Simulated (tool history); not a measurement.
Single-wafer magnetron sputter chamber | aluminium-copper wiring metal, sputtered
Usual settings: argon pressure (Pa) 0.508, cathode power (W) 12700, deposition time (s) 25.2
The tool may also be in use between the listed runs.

run,hour,argon pressure (Pa),cathode power (W),deposition time (s),"read-back reference wafer on the same gauge, thickness_nm",mean film thickness on the monitor wafer (angstrom)
1,0,0.508,12700,26.8,537.205,6587.91
2,36.5,0.508,12700,25.2,536.868,6220.56
3,61.1,0.508,12700,25.2,537.564,6198.65
# hour 109.8: sputter target and shields replaced
4,155.6,0.508,12700,28,537.917,6902.32
5,219.3,0.508,12700,25.2,539.69,6236.93
# hour 305.2: sputter target and shields replaced
6,405.4,0.508,14250,27.5,542.829,7623.44
7,431.3,0.508,14250,27.5,543.895,7607.95
# hour 492.6: capacitance manometer re-zeroed and calibrated
8,500.6,0.508,14250,27.5,543.897,7620.44
# hour 520.2: sputter target and shields replaced
9,532.3,0.686,12700,25.2,546.01,5634.12
10,581.7,0.322,10950,22.4,547.67,5494.86
# hour 599.3: gauge calibrated
11,618.5,0.508,13600,22.3,530.626,5800.15
12,688.3,0.508,12700,25.2,530.517,6080.63
# hour 703.7: sputter target and shields replaced
# hour 744.7: magnet pack replaced
13,746.1,0.508,15800,20.4,530.219,6083.89
14,801.9,0.645,15150,29.9,530.93,7855.06
15,858.9,0.508,10350,23,531.525,4569.23
16,894.5,0.31,12700,25.2,531.161,7043.16
# hour 924.1: sputter target and shields replaced
17,965.8,0.508,12700,25.2,532.166,6077.9

Forecast each of these 3 alternatives for the next run:
A,966.2,0.614,12700,25.2,?,?
B,966.2,0.44,13500,21.8,?,?
C,966.2,0.682,15850,23,?,?

run,"read-back reference wafer on the same gauge, thickness_nm",mean film thickness on the monitor wafer (angstrom)
A,532.435,5695.15
B,532.435,5867.61
C,532.435,6159.8
Without the tool's hidden state the same runs would have given:
run,mean film thickness on the monitor wafer (angstrom)
A,5700.97
B,5873.61
C,6166.09
